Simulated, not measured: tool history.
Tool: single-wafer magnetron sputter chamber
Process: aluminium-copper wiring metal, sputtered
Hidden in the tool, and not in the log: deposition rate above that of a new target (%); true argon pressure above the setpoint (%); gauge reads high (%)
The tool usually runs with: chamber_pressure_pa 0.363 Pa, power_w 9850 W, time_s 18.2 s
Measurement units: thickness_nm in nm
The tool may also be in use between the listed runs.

run,hour,chamber_pressure_pa,power_w,time_s,wafers since the last listed run,wafers on the sputter target,hours since the last manometer calibration,hours since the magnet pack was replaced,hours since the gauge calibration,"read-back reference wafer on the same gauge, thickness_nm",thickness_nm
1,0,0.363,9850,18.2,0,874,1950.7,7752,235.1,365.161,330.941
2,9.4,0.363,9850,18.2,141,1016,1960.1,7761.4,244.5,365.134,329.946
3,18.6,0.363,8850,18.2,138,1154,1969.3,7770.6,253.7,365.01,303.56
4,28.2,0.363,9850,18.2,144,1298,1978.9,7780.2,263.3,365.12,330.013
5,41.2,0.363,9850,18.2,195,1493,1991.9,7793.2,276.3,364.853,329.062
6,51.6,0.316,9850,18.2,156,1649,2002.3,7803.6,286.7,364.877,334.486
7,105.3,0.316,9850,18.2,806,2455,2056,7857.3,340.4,365.159,334.432
8,118.2,0.316,9850,18.2,193,2649,2068.9,7870.2,353.3,364.88,333.577
9,130.4,0.363,11500,16.4,183,2832,2081.1,7882.4,365.5,365.118,335.037
10,137.8,0.363,11500,16.4,111,2943,2088.5,7889.8,372.9,364.886,333.977
11,147.9,0.363,11500,16.4,151,3095,2098.6,7899.9,383,365.01,333.726
12,155.9,0.363,9850,20.2,120,3215,2106.6,7907.9,391,364.989,365.245
# hour 168.3: magnet pack replaced
13,170.2,0.363,9850,18.2,94,3310,2120.9,1.9,405.3,365.088,328.859
14,183.7,0.363,9850,18.2,202,3512,2134.4,15.4,418.8,364.997,328.085
15,198.1,0.457,9850,18.2,216,3729,2148.8,29.8,433.2,364.865,318.614
# hour 200.5: gauge calibrated
16,215.8,0.23,9850,16.1,265,3994,2166.5,47.5,15.3,364.83,302.608
17,233.8,0.461,8750,19.6,270,4265,2184.5,65.5,33.3,365.135,313.883
18,249.6,0.448,11300,19.7,237,4502,2200.3,81.3,49.1,364.967,385.485
19,262.7,0.363,9850,18.2,196,4698,2213.4,94.4,62.2,364.873,327.929
# hour 281.3: sputter target and shields replaced
# hour 287.7: capacitance manometer re-zeroed and calibrated
20,288.2,0.257,9850,18.2,166,7,0.5,119.9,87.7,364.926,344.106
21,288.5,0.221,11450,18.2,4,12,0.8,120.2,88,365.014,389.58
22,305,0.322,12250,16.7,247,260,17.3,136.7,104.5,364.93,366.46
23,321.5,0.363,9850,18.2,247,507,33.8,153.2,121,364.849,329.622
24,336.2,0.501,11050,18.2,220,728,48.5,167.9,135.7,364.725,347.015

The next listed run, before its measurement:
25,343.6,0.363,8350,18.2,111,839,55.9,175.3,143.1,?,?

read-back reference wafer on the same gauge, thickness_nm: 365.099
thickness_nm: 291.108 nm
Minus the tool's unlogged condition, the same run would have read thickness_nm 292.818 nm.

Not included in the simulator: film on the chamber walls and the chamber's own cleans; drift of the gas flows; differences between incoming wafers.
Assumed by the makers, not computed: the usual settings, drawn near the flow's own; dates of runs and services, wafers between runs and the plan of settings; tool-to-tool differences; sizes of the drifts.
